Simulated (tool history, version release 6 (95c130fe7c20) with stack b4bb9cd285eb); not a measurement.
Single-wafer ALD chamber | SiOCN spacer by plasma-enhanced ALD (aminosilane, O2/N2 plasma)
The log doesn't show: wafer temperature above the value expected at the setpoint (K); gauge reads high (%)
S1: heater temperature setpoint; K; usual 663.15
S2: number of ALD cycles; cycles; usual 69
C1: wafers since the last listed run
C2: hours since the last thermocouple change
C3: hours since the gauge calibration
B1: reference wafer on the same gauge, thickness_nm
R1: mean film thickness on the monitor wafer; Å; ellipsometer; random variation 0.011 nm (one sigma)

run 1 hour=0 | S1=663.15 S2=69 | C1=0 C2=2340.3 C3=13.6 | B1=4.59 | R1=44.91
run 2 hour=13.3 | S1=663.15 S2=69 | C1=59 C2=2353.6 C3=26.9 | B1=4.591 | R1=44.88
run 3 hour=29.9 | S1=663.15 S2=69 | C1=74 C2=2370.2 C3=43.5 | B1=4.587 | R1=44.86
run 4 hour=38.9 | S1=663.15 S2=69 | C1=40 C2=2379.2 C3=52.5 | B1=4.593 | R1=44.64
run 5 hour=51.3 | S1=673.15 S2=69 | C1=55 C2=2391.6 C3=64.9 | B1=4.59 | R1=44.66
run 6 hour=61.6 | S1=673.15 S2=69 | C1=46 C2=2401.9 C3=75.2 | B1=4.59 | R1=44.5
run 7 hour=78.2 | S1=673.15 S2=69 | C1=74 C2=2418.5 C3=91.8 | B1=4.59 | R1=44.63
run 8 hour=95.3 | S1=663.15 S2=69 | C1=76 C2=2435.6 C3=108.9 | B1=4.593 | R1=44.86
run 9 hour=104.1 | S1=663.15 S2=69 | C1=39 C2=2444.4 C3=117.7 | B1=4.592 | R1=44.85
-- hour=131.9 thermocouple changed; heater temperature recalibrated
run 10 hour=136.4 | S1=663.15 S2=69 | C1=108 C2=4.5 C3=150 | B1=4.59 | R1=44.93
run 11 hour=148.1 | S1=663.15 S2=69 | C1=52 C2=16.2 C3=161.7 | B1=4.59 | R1=45
run 12 hour=163.8 | S1=663.15 S2=69 | C1=70 C2=31.9 C3=177.4 | B1=4.587 | R1=45.21
run 13 hour=176.6 | S1=663.15 S2=69 | C1=57 C2=44.7 C3=190.2 | B1=4.591 | R1=44.95
run 14 hour=189.1 | S1=663.15 S2=72 | C1=55 C2=57.2 C3=202.7 | B1=4.59 | R1=46.89
run 15 hour=195.7 | S1=668.15 S2=79 | C1=29 C2=63.8 C3=209.3 | B1=4.586 | R1=51.57
run 16 hour=204.6 | S1=674.15 S2=74 | C1=39 C2=72.7 C3=218.2 | B1=4.588 | R1=47.77
-- hour=220 gauge calibrated
run 17 hour=252.6 | S1=663.15 S2=69 | C1=214 C2=120.7 C3=32.6 | B1=4.591 | R1=44.96
run 18 hour=263.9 | S1=655.15 S2=75 | C1=50 C2=132 C3=43.9 | B1=4.59 | R1=48.81
run 19 hour=281.2 | S1=659.15 S2=57 | C1=77 C2=149.3 C3=61.2 | B1=4.595 | R1=37.05
run 20 hour=299 | S1=667.15 S2=76 | C1=79 C2=167.1 C3=79 | B1=4.59 | R1=49.26
run 21 hour=307.9 | S1=652.15 S2=80 | C1=39 C2=176 C3=87.9 | B1=4.589 | R1=51.88
run 22 hour=323.3 | S1=653.15 S2=62 | C1=68 C2=191.4 C3=103.3 | B1=4.588 | R1=40.45
run 23 hour=338.6 | S1=669.15 S2=79 | C1=68 C2=206.7 C3=118.6 | B1=4.588 | R1=51.61
run 24 hour=346.1 | S1=670.15 S2=60 | C1=33 C2=214.2 C3=126.1 | B1=4.588 | R1=39.17
run 25 hour=355.1 | S1=663.15 S2=60 | C1=40 C2=223.2 C3=135.1 | B1=4.59 | R1=39.09
run 26 hour=369.4 | S1=663.15 S2=69 | C1=63 C2=237.5 C3=149.4 | B1=4.592 | R1=45.03
run 27 hour=381.7 | S1=663.15 S2=61 | C1=54 C2=249.8 C3=161.7 | B1=4.592 | R1=39.72
run 28 hour=396.8 | S1=663.15 S2=69 | C1=67 C2=264.9 C3=176.8 | B1=4.591 | R1=44.91
run 29 hour=414.6 | S1=655.15 S2=57 | C1=79 C2=282.7 C3=194.6 | B1=4.594 | R1=37.14

Forecast each of these 4 alternatives for the next run:
run A hour=415.1 | S1=663.15 S2=69 | C1=2 C2=283.2 C3=195.1 | B1=? | R1=?
run B hour=415.1 | S1=663.15 S2=63 | C1=2 C2=283.2 C3=195.1 | B1=? | R1=?
run C hour=415.1 | S1=672.15 S2=83 | C1=2 C2=283.2 C3=195.1 | B1=? | R1=?
run D hour=415.1 | S1=669.15 S2=63 | C1=2 C2=283.2 C3=195.1 | B1=? | R1=?

run=A B1=4.588 R1=44.96
run=B B1=4.588 R1=41.05
run=C B1=4.588 R1=54.04
run=D B1=4.588 R1=41.05
Without the tool's hidden state the same runs would have given:
run=A R1=44.96
run=B R1=41.05
run=C R1=54.04
run=D R1=41.05

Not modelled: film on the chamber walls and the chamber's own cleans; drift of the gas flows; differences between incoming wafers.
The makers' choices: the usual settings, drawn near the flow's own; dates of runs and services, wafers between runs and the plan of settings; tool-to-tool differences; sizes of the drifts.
